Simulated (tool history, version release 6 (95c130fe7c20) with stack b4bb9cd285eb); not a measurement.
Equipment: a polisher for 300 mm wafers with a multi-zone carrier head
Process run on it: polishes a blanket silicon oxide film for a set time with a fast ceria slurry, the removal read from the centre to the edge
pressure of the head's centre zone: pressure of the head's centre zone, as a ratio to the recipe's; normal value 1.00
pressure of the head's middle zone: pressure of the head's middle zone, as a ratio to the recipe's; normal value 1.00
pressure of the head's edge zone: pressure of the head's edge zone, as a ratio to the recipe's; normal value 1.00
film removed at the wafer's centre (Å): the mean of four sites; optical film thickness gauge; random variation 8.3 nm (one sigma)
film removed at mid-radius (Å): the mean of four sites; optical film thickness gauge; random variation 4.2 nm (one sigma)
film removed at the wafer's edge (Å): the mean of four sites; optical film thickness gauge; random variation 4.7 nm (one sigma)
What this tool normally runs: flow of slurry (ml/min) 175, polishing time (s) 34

run,hour,flow of slurry (ml/min),pressure of the head's centre zone,pressure of the head's middle zone,pressure of the head's edge zone,polishing time (s),"incoming thickness of the incoming film, nm",film removed at the wafer's centre (Å),film removed at mid-radius (Å),film removed at the wafer's edge (Å)
1,0.0,175,1.00,0.94,1.00,34,1558.6,6150,6069,6220
2,36.2,175,1.00,0.94,1.00,34,1593.1,6059,5978,6213
3,90.8,155,1.00,1.00,1.00,34,1586.2,5850,6069,6037
4,191.7,220,1.00,1.00,1.00,34,1559.8,6041,6393,6219
5,290.8,175,1.09,1.00,1.00,34,1577.7,6222,6080,6009
6,388.5,120,1.00,0.91,1.00,38,1574.4,5718,5721,6311
7,484.8,130,1.00,1.00,1.00,34,1582.4,5710,5990,5974
8,543.5,215,1.00,1.04,0.92,38,1562.9,7200,7405,6730
9,597.9,135,1.00,0.96,0.93,26,1578.9,4279,4331,4321
10,648.3,230,1.00,1.00,0.95,34,1552.7,5978,6419,6054
11,723.7,175,1.00,1.00,1.00,34,1592.6,5779,6073,6037
12,810.0,175,1.06,1.00,1.00,44,1551.0,7704,7774,7668
13,916.1,175,1.00,1.00,0.91,34,1571.5,5589,5915,5567
14,994.2,175,0.92,1.00,1.00,28,1574.2,4391,4929,4861
15,1094.9,175,1.00,0.96,1.00,26,1577.5,4701,4661,4715
16,1131.2,175,1.00,0.91,0.90,34,1572.4,6066,5839,5828
17,1237.2,235,1.00,1.00,1.00,34,1561.9,6258,6472,6229
18,1301.6,175,1.00,0.90,1.00,43,1549.8,7434,6962,7607
19,1377.4,220,1.00,1.00,1.00,34,1551.5,5974,6346,6057
20,1419.1,130,0.91,0.91,1.00,45,1567.6,6624,6943,7583
21,1491.8,160,1.00,1.09,1.00,26,1541.0,4290,4847,4458
22,1539.2,160,1.00,1.00,1.05,34,1568.6,5584,5862,6000

Not shown: 8 entries that the log had between the listed runs. Between which runs, and how does the tool's hidden state differ before and after?
After run 1, before run 2: centre zone pressure recalibrated (hour 8.4)
  slurry flow missing at the pad, %: 14.3 -> 19.6
  the result without the hidden state subtracted from the measured one, film removed at the wafer's centre (Å): -157 -> -223; film removed at mid-radius (Å): -136 -> -194; film removed at the wafer's edge (Å): -101 -> -145
After run 5, before run 6: worn pad replaced by a new one (hour 382.3)
  slurry flow missing at the pad, %: 37.3 -> 39.7
  the result without the hidden state subtracted from the measured one, film removed at the wafer's centre (Å): -545 -> -761; film removed at mid-radius (Å): -466 -> -654; film removed at the wafer's edge (Å): -325 -> -482
After run 6, before run 7: slurry nozzle cleaned (hour 422.7)
  slurry flow missing at the pad, %: 39.7 -> 17
  the result without the hidden state subtracted from the measured one, film removed at the wafer's centre (Å): -761 -> -228; film removed at mid-radius (Å): -654 -> -209; film removed at the wafer's edge (Å): -482 -> -145
After run 12, before run 13: edge zone pressure recalibrated (hour 854.8); worn pad replaced by a new one (hour 882.5); centre zone pressure recalibrated (hour 911.5)
  slurry flow missing at the pad, %: 42 -> 44.1
  the result without the hidden state subtracted from the measured one, film removed at the wafer's centre (Å): -811 -> -639; film removed at mid-radius (Å): -715 -> -590; film removed at the wafer's edge (Å): -494 -> -388
After run 14, before run 15: slurry nozzle cleaned (hour 1003.5)
  slurry flow missing at the pad, %: 45.1 -> 17.1
  the result without the hidden state subtracted from the measured one, film removed at the wafer's centre (Å): -521 -> -147; film removed at mid-radius (Å): -510 -> -128; film removed at the wafer's edge (Å): -351 -> -94
After run 20, before run 21: worn pad replaced by a new one (hour 1433.0)
  slurry flow missing at the pad, %: 38.2 -> 39.6
  the result without the hidden state subtracted from the measured one, film removed at the wafer's centre (Å): -777 -> -446; film removed at mid-radius (Å): -703 -> -438; film removed at the wafer's edge (Å): -520 -> -280
